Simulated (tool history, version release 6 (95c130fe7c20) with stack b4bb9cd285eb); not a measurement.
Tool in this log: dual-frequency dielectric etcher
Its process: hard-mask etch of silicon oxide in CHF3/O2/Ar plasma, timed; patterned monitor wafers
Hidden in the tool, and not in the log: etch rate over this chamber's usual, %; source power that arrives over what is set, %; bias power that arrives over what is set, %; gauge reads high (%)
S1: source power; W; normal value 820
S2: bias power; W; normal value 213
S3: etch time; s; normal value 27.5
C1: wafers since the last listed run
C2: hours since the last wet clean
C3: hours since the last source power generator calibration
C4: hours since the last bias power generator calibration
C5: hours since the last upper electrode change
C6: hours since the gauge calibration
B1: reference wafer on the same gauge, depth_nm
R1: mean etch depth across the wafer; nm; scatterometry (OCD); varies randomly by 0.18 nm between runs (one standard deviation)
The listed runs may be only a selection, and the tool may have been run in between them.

Run 1, hour 0: usual settings; C1 0; C2 82.6; C3 3647.3; C4 3584.8; C5 4296.9; C6 168.1; B1 77.2. Result: R1 65.3 nm.
Run 2, hour 7.9: usual settings; C1 129; C2 90.5; C3 3655.2; C4 3592.7; C5 4304.8; C6 176; B1 77.2. Result: R1 65.6 nm.
Run 3, hour 17.4: usual settings but S1 950 W, S3 21 s; C1 155; C2 100; C3 3664.7; C4 3602.2; C5 4314.3; C6 185.5; B1 77.2. Result: R1 53.2 nm.
Run 4, hour 30.6: usual settings but S1 950 W, S3 21 s; C1 216; C2 113.2; C3 3677.9; C4 3615.4; C5 4327.5; C6 198.7; B1 77.3. Result: R1 53.4 nm.
Run 5, hour 45.9: usual settings but S1 950 W, S3 21 s; C1 250; C2 128.5; C3 3693.2; C4 3630.7; C5 4342.8; C6 214; B1 77.3. Result: R1 53.4 nm.
Run 6, hour 58.4: usual settings; C1 205; C2 141; C3 3705.7; C4 3643.2; C5 4355.3; C6 226.5; B1 77.2. Result: R1 65.7 nm.
Run 7, hour 66.1: usual settings; C1 126; C2 148.7; C3 3713.4; C4 3650.9; C5 4363; C6 234.2; B1 77.2. Result: R1 65.8 nm.
Run 8, hour 72.7: usual settings but S2 186 W; C1 108; C2 155.3; C3 3720; C4 3657.5; C5 4369.6; C6 240.8; B1 77.2. Result: R1 62.2 nm.
Run 9, hour 88.7: usual settings but S2 186 W; C1 262; C2 171.3; C3 3736; C4 3673.5; C5 4385.6; C6 256.8; B1 77.2. Result: R1 62 nm.
At hour 102.3: bias power generator calibrated.
Run 10, hour 102.8: usual settings but S2 186 W; C1 165; C2 185.4; C3 3750.1; C4 0.5; C5 4399.7; C6 270.9; B1 77.2. Result: R1 62 nm.
At hour 115.7: source power generator calibrated.
Run 11, hour 116.2: usual settings but S2 252 W, S3 22.5 s; C1 154; C2 198.8; C3 0.5; C4 13.9; C5 4413.1; C6 284.3; B1 77.2. Result: R1 57.8 nm.
Run 12, hour 130: usual settings but S2 252 W, S3 22.5 s; C1 226; C2 212.6; C3 14.3; C4 27.7; C5 4426.9; C6 298.1; B1 77.2. Result: R1 57.8 nm.
At hour 143.4: gauge calibrated.
Run 13, hour 146.8: usual settings; C1 275; C2 229.4; C3 31.1; C4 44.5; C5 4443.7; C6 3.4; B1 77.1. Result: R1 66 nm.
Run 14, hour 172.4: usual settings but S1 860 W; C1 419; C2 255; C3 56.7; C4 70.1; C5 4469.3; C6 29; B1 77.2. Result: R1 67.4 nm.
Run 15, hour 185.5: usual settings but S2 252 W, S3 22.5 s; C1 214; C2 268.1; C3 69.8; C4 83.2; C5 4482.4; C6 42.1; B1 77.2. Result: R1 58 nm.
Run 16, hour 192: usual settings; C1 106; C2 274.6; C3 76.3; C4 89.7; C5 4488.9; C6 48.6; B1 77.1. Result: R1 66 nm.
Run 17, hour 200.2: usual settings but S1 620 W, S2 231 W; C1 134; C2 282.8; C3 84.5; C4 97.9; C5 4497.1; C6 56.8; B1 77.2. Result: R1 60.8 nm.
Run 18, hour 214.6: usual settings; C1 236; C2 297.2; C3 98.9; C4 112.3; C5 4511.5; C6 71.2; B1 77.2. Result: R1 66.1 nm.
At hour 240.8: upper electrode replaced.
At hour 264.6: wet clean of the chamber.
Run 19, hour 265.1: usual settings but S2 162 W, S3 30.5 s; C1 44; C2 0.5; C3 149.4; C4 162.8; C5 24.3; C6 121.7; B1 77.2. Result: R1 64.2 nm.
Run 20, hour 265.5: usual settings; C1 6; C2 0.9; C3 149.8; C4 163.2; C5 24.7; C6 122.1; B1 77.2. Result: R1 65.5 nm.
Run 21, hour 265.8: usual settings but S1 870 W, S3 21 s; C1 4; C2 1.2; C3 150.1; C4 163.5; C5 25; C6 122.4; B1 77.2. Result: R1 51.2 nm.
Run 22, hour 266.1: usual settings; C1 4; C2 1.5; C3 150.4; C4 163.8; C5 25.3; C6 122.7; B1 77.2. Result: R1 65.1 nm.
Run 23, hour 273: usual settings; C1 113; C2 8.4; C3 157.3; C4 170.7; C5 32.2; C6 129.6; B1 77.2. Result: R1 65.7 nm.
Run 24, hour 283.6: usual settings but S1 870 W; C1 173; C2 19; C3 167.9; C4 181.3; C5 42.8; C6 140.2; B1 77.2. Result: R1 67.1 nm.
Run 25, hour 291.6: usual settings but S1 940 W, S2 169 W, S3 20 s; C1 131; C2 27; C3 175.9; C4 189.3; C5 50.8; C6 148.2; B1 77.3. Result: R1 45.6 nm.
Run 26, hour 300: usual settings but S1 940 W, S2 236 W, S3 20 s; C1 137; C2 35.4; C3 184.3; C4 197.7; C5 59.2; C6 156.6; B1 77.1. Result: R1 52.8 nm.
Run 27, hour 308.6: usual settings; C1 141; C2 44; C3 192.9; C4 206.3; C5 67.8; C6 165.2; B1 77.2. Result: R1 65.3 nm.
Run 28, hour 325.6: usual settings but S2 163 W; C1 278; C2 61; C3 209.9; C4 223.3; C5 84.8; C6 182.2; B1 77.1. Result: R1 58.1 nm.
Run 29, hour 338.7: usual settings but S1 940 W, S2 190 W, S3 29.5 s; C1 214; C2 74.1; C3 223; C4 236.4; C5 97.9; C6 195.3; B1 77.2. Result: R1 71.2 nm.
Run 30, hour 349.5: usual settings but S1 690 W, S2 187 W; C1 177; C2 84.9; C3 233.8; C4 247.2; C5 108.7; C6 206.1; B1 77.2. Result: R1 57.6 nm.
Run 31, hour 364.5: usual settings but S1 720 W; C1 246; C2 99.9; C3 248.8; C4 262.2; C5 123.7; C6 221.1; B1 77.2. Result: R1 62.1 nm.

Entry by entry between the runs, the difference in hidden state between the last listed run before and the first listed run after:
Logged between run 9 and run 10: bias power generator calibrated (hour 102.3)
  etch rate over this chamber's usual, %: 0.542 -> 0.596
  what was measured, less what the result would be without the hidden state, R1: +0.3 -> +0.4 nm
Logged between run 10 and run 11: source power generator calibrated (hour 115.7)
  etch rate over this chamber's usual, %: 0.596 -> 0.648
  what was measured, less what the result would be without the hidden state, R1: +0.4 -> +0.4 nm
Logged between run 12 and run 13: gauge calibrated (hour 143.4)
  etch rate over this chamber's usual, %: 0.701 -> 0.765
  what was measured, less what the result would be without the hidden state, R1: +0.4 -> +0.5 nm
Logged between run 18 and run 19: upper electrode replaced (hour 240.8); wet clean of the chamber (hour 264.6)
  etch rate over this chamber's usual, %: 1.03 -> -0.0669
  what was measured, less what the result would be without the hidden state, R1: +0.7 -> +0 nm

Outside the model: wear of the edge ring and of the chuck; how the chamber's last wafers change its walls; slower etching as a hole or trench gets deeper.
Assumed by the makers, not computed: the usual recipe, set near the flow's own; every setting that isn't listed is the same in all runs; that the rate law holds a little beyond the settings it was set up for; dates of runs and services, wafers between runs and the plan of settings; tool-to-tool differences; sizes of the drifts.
